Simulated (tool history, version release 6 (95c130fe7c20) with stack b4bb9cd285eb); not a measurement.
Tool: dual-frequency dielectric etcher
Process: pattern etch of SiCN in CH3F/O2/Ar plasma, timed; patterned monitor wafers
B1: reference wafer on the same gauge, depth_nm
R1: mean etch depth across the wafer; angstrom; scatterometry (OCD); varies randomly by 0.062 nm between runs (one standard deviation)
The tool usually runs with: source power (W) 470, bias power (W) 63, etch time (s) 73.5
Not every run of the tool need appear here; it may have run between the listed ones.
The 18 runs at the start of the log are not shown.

Run 19, hour 760.0: usual settings but source power (W) 360, bias power (W) 79, etch time (s) 83.5; B1 24.00. Result: R1 335.7 angstrom.
Run 20, hour 794.9: usual settings but bias power (W) 56, etch time (s) 52.0; B1 23.99. Result: R1 197.6 angstrom.
At hour 850.7: wet clean of the chamber.
Run 21, hour 987.8: usual settings but source power (W) 580, etch time (s) 58.5; B1 24.01. Result: R1 246.7 angstrom.
At hour 1016.5: gauge calibrated.
At hour 1030.5: upper electrode replaced.
Run 22, hour 1031.0: usual settings; B1 24.01. Result: R1 290.6 angstrom.
Run 23, hour 1063.3: usual settings; B1 23.99. Result: R1 291.7 angstrom.
Run 24, hour 1103.8: usual settings but source power (W) 430, etch time (s) 86.0; B1 23.98. Result: R1 332.3 angstrom.
Run 25, hour 1157.3: usual settings but bias power (W) 73; B1 23.99. Result: R1 309.3 angstrom.
Run 26, hour 1226.6: usual settings; B1 24.01. Result: R1 291.2 angstrom.
Run 27, hour 1291.7: usual settings but source power (W) 580; B1 24.01. Result: R1 310.9 angstrom.
Run 28, hour 1363.7: usual settings but source power (W) 540, bias power (W) 58, etch time (s) 86.0; B1 23.99. Result: R1 346.8 angstrom.
At hour 1402.5: wet clean of the chamber.
Run 29, hour 1420.3: usual settings but source power (W) 560; B1 24.00. Result: R1 305.1 angstrom.
Run 30, hour 1485.1: usual settings but source power (W) 560, bias power (W) 54, etch time (s) 89.5; B1 24.01. Result: R1 354.5 angstrom.

Alternative continuations, all from the tool just after run 30; predict every row:
Run A, hour 1485.5: usual settings; B1 ?. Result: R1 ?.
Run B, hour 1485.5: usual settings but source power (W) 550, etch time (s) 81.0; B1 ?. Result: R1 ?.
Run C, hour 1485.5: usual settings but etch time (s) 59.0; B1 ?. Result: R1 ?.
Run D, hour 1485.5: usual settings but bias power (W) 59, etch time (s) 60.0; B1 ?. Result: R1 ?.

run     B1     R1
  A  23.99  290.8
  B  23.99  335.6
  C  23.99  233.4
  D  23.99  232.0
Had the tool no hidden state, the same runs would have come out as:
run     R1
  A  289.9
  B  334.5
  C  232.7
  D  231.3
